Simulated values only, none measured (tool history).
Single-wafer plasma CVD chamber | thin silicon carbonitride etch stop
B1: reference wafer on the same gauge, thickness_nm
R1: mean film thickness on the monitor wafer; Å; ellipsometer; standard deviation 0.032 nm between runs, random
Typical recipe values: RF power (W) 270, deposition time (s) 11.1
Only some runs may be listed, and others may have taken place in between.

Run 1, day 0: usual settings but RF power (W) 300; B1 7.372. Result: R1 66.96 Å.
Run 2, day 2.633: usual settings but RF power (W) 300; B1 7.349. Result: R1 66.86 Å.
Run 3, day 4.496: usual settings; B1 7.336. Result: R1 63.78 Å.
Run 4, day 6.738: usual settings; B1 7.319. Result: R1 63.92 Å.
Run 5, day 8.321: usual settings; B1 7.308. Result: R1 63.94 Å.
Run 6, day 10.9: usual settings but RF power (W) 230, deposition time (s) 11.7; B1 7.283. Result: R1 63.18 Å.
Run 7, day 14.712: usual settings but RF power (W) 230, deposition time (s) 11.7; B1 7.253. Result: R1 62.6 Å.
Run 8, day 18.867: usual settings but deposition time (s) 9.4; B1 7.218. Result: R1 53.69 Å.
Run 9, day 21.3: usual settings but deposition time (s) 9.4; B1 7.192. Result: R1 53.59 Å.
Run 10, day 24.433: usual settings but deposition time (s) 9.4; B1 7.146. Result: R1 52.97 Å.
At day 25.067: gauge calibrated.
Run 11, day 27.738: usual settings but deposition time (s) 10.5; B1 7.468. Result: R1 61.09 Å.
Run 12, day 29.5: usual settings but deposition time (s) 10.5; B1 7.462. Result: R1 61.66 Å.
Run 13, day 31.008: usual settings but deposition time (s) 10.5; B1 7.448. Result: R1 61.48 Å.
At day 32.021: RF generator calibrated.
At day 33.121: thermocouple changed; heater temperature recalibrated.
Run 14, day 33.917: usual settings but RF power (W) 225; B1 7.457. Result: R1 61.03 Å.
Run 15, day 35.421: usual settings but deposition time (s) 12.1; B1 7.446. Result: R1 70.54 Å.
Run 16, day 39.221: usual settings but RF power (W) 290, deposition time (s) 9.4; B1 7.439. Result: R1 57.2 Å.
At day 41.867: showerhead replaced.
Run 17, day 42.721: usual settings but RF power (W) 235, deposition time (s) 12.2; B1 7.425. Result: R1 67.63 Å.
Run 18, day 46.596: usual settings but RF power (W) 240, deposition time (s) 12.7; B1 7.433. Result: R1 70.93 Å.
Run 19, day 48.838: usual settings; B1 7.42. Result: R1 64.43 Å.
Run 20, day 50.983: usual settings but RF power (W) 225, deposition time (s) 12.9; B1 7.407. Result: R1 69.77 Å.
Run 21, day 54.621: usual settings; B1 7.384. Result: R1 64.63 Å.
Run 22, day 57.329: usual settings but deposition time (s) 8.9; B1 7.372. Result: R1 51.41 Å.
Run 23, day 61.675: usual settings but RF power (W) 235, deposition time (s) 9.2; B1 7.353. Result: R1 50.19 Å.
Run 24, day 65.138: usual settings but RF power (W) 245, deposition time (s) 10.5; B1 7.331. Result: R1 58.41 Å.
Run 25, day 66.967: usual settings but deposition time (s) 13; B1 7.316. Result: R1 74.78 Å.

Predict the results of run 26:
Run 26, day 70.8: usual settings but deposition time (s) 9.8; B1 ?. Result: R1 ?.

{"run 26": {"B1": 7.283, "R1": 55.7}}
Were there no unlogged condition in the tool, this run, its random variation unchanged, would have produced R1 57.18 Å.
